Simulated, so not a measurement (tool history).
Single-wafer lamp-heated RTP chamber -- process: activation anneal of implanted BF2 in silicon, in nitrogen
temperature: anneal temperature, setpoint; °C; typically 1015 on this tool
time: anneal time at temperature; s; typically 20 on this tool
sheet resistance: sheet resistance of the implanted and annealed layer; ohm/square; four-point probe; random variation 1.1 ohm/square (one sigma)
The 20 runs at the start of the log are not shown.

run	hour	temperature	time	read-back reference wafer on the same gauge, sheet resistance	sheet resistance
21	239.1	1007	24	510.87	491.89
22	250.3	1015	20	511.29	486.6
23	266	987	29	511.13	512.33
24	283.3	1015	9	510.94	505.31
25	289.7	1015	20	511.29	481.37
26	301.7	1015	20	511.73	482.29
27	315.6	1015	12	511.14	495.65
28	345.2	1026	20	510.33	467.76
29	351.9	986	25	510.58	509
30	365	1015	20	511.08	478.34
31	371.7	1015	31	510.7	465.06
32	386.3	1001	15	511.17	499.27

Consider 3 possible next runs. They are alternatives, not a sequence: every one starts from the tool as it was left by run 32. What does each give?
A	386.7	1015	17	?	?
B	386.7	1042	30	?	?
C	386.7	1030	23	?	?

run	read-back reference wafer on the same gauge, sheet resistance	sheet resistance
A	510.84	477.49
B	510.84	442.04
C	510.84	456.79
Take away the tool's hidden state, keep each run's random variation, and the runs would have read:
run	sheet resistance
A	491.65
B	450.67
C	467.51
